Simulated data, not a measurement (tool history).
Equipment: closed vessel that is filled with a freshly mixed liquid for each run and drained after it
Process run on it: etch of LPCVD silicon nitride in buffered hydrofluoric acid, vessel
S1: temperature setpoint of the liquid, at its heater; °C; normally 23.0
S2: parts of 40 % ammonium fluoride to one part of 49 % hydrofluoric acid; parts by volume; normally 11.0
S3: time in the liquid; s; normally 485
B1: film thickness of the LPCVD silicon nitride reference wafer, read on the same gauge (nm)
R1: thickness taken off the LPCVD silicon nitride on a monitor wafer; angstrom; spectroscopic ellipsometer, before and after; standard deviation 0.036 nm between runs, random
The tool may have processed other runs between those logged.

run	day	S1	S2	S3	B1	R1
1	0.000	23.0	11.0	485	70.00	64.0
2	1.696	23.0	11.0	485	69.99	63.6
3	4.412	23.0	11.0	485	70.01	63.0
# day 7.283: hydrofluoric acid flow meter replaced
4	9.458	23.0	11.0	485	70.00	66.5
5	13.925	23.0	11.0	595	69.99	81.2
6	15.554	23.0	11.0	595	70.01	81.8
# day 16.675: thermometer replaced
7	17.804	23.0	11.0	485	69.99	65.4
8	20.188	23.0	11.0	485	69.99	64.4
9	23.175	23.0	11.0	485	70.02	64.9
10	25.346	21.5	11.0	485	70.01	59.6
11	28.967	21.5	11.0	485	69.99	59.0
12	30.942	23.0	11.0	485	69.97	63.7
13	33.021	23.0	11.0	485	69.99	64.5
14	37.192	24.5	8.0	675	70.02	127.8
15	41.354	25.5	15.5	385	70.01	41.7
16	43.442	26.0	11.0	485	69.98	74.4
17	51.579	18.5	11.0	755	70.00	76.1
# day 53.554: hydrofluoric acid flow meter replaced
18	55.650	23.0	13.0	485	70.03	56.8
19	57.162	21.5	11.0	485	69.99	60.8
20	60.071	27.0	11.0	760	70.02	127.9
21	62.892	28.0	14.5	375	69.99	50.6
22	64.750	20.5	9.0	630	69.99	88.0
# day 64.946: gauge calibrated
23	66.746	23.0	10.0	485	69.99	71.8
24	70.896	23.0	11.0	485	70.03	65.7
25	76.554	25.5	13.0	735	70.02	95.8
26	78.071	25.5	13.0	735	70.01	96.1
27	82.221	27.0	11.0	485	70.01	80.1
28	84.688	21.0	14.5	270	69.98	24.8
29	88.138	19.0	8.0	345	70.01	49.3
30	91.529	23.0	11.0	485	69.99	64.2
31	98.654	23.0	11.0	485	70.01	63.9

Consider 5 possible next runs. They are alternatives, not a sequence: every one starts from the tool as it was left by run 31. What does each give?
A	98.688	23.0	11.0	485	?	?
B	98.688	19.5	9.0	565	?	?
C	98.688	23.0	15.0	485	?	?
D	98.688	27.5	13.5	340	?	?
E	98.688	27.5	6.5	370	?	?

run	B1	R1
A	69.98	63.9
B	69.98	73.2
C	69.98	47.2
D	69.98	46.8
E	69.98	102.6
With the hidden condition removed and each run's random variation left untouched, the same runs would have given:
run	R1
A	65.7
B	73.9
C	48.5
D	48.1
E	104.9

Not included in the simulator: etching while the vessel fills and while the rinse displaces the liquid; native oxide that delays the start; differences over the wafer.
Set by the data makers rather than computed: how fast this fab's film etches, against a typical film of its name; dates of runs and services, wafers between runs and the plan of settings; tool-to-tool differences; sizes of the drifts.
